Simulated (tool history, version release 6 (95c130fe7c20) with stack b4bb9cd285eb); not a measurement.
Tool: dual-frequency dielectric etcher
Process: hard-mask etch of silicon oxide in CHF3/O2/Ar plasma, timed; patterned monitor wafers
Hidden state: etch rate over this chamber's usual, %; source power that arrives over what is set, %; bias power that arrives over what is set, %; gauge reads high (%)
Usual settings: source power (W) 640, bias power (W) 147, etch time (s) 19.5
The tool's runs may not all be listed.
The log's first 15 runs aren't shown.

run,hour,source power (W),bias power (W),etch time (s),wafers since the last listed run,hours since the last wet clean,hours since the last source power generator calibration,hours since the last bias power generator calibration,hours since the last upper electrode change,hours since the gauge calibration,"read-back reference wafer on the same gauge, depth_nm",mean etch depth across the wafer (Å)
16,750.9,640,131,19.5,496,58.5,725.1,266.6,785.5,2012.4,38.12,329.4
# hour 808.7: gauge calibrated
17,818.1,750,147,22.0,575,125.7,792.3,333.8,852.7,9.4,39.43,423.7
18,862.9,720,119,19.5,383,170.5,837.1,378.6,897.5,54.2,39.39,332.6
19,901.5,640,169,19.5,330,209.1,875.7,417.2,936.1,92.8,39.33,377.3
20,932.5,740,147,19.5,265,240.1,906.7,448.2,967.1,123.8,39.36,370.5
21,979.6,760,134,19.5,403,287.2,953.8,495.3,1014.2,170.9,39.34,354.6
22,1043.7,640,162,19.5,548,351.3,1017.9,559.4,1078.3,235.0,39.27,374.1
23,1114.6,760,157,14.5,607,422.2,1088.8,630.3,1149.2,305.9,39.16,281.5
24,1150.9,640,147,19.5,310,458.5,1125.1,666.6,1185.5,342.2,39.17,352.8
25,1182.0,640,147,19.5,266,489.6,1156.2,697.7,1216.6,373.3,39.16,350.9
# hour 1216.6: wet clean of the chamber
26,1247.7,640,166,19.5,357,31.1,1221.9,763.4,1282.3,439.0,39.10,373.5
27,1308.8,640,147,19.5,523,92.2,1283.0,824.5,1343.4,500.1,38.96,352.6
28,1361.7,640,147,19.5,453,145.1,1335.9,877.4,1396.3,553.0,39.07,348.6
29,1410.4,710,112,19.5,417,193.8,1384.6,926.1,1445.0,601.7,38.96,318.9
30,1453.0,640,147,22.0,364,236.4,1427.2,968.7,1487.6,644.3,38.96,396.8

Forecast each of these 4 alternatives for the next run:
A,1453.4,700,147,19.5,3,236.8,1427.6,969.1,1488.0,644.7,?,?
B,1453.4,550,166,14.5,3,236.8,1427.6,969.1,1488.0,644.7,?,?
C,1453.4,560,147,19.5,3,236.8,1427.6,969.1,1488.0,644.7,?,?
D,1453.4,710,161,25.0,3,236.8,1427.6,969.1,1488.0,644.7,?,?

run,"read-back reference wafer on the same gauge, depth_nm",mean etch depth across the wafer (Å)
A,38.92,359.8
B,38.92,265.9
C,38.92,338.5
D,38.92,484.0
Without the tool's hidden state the same runs would have given:
run,mean etch depth across the wafer (Å)
A,366.8
B,271.0
C,345.1
D,493.3
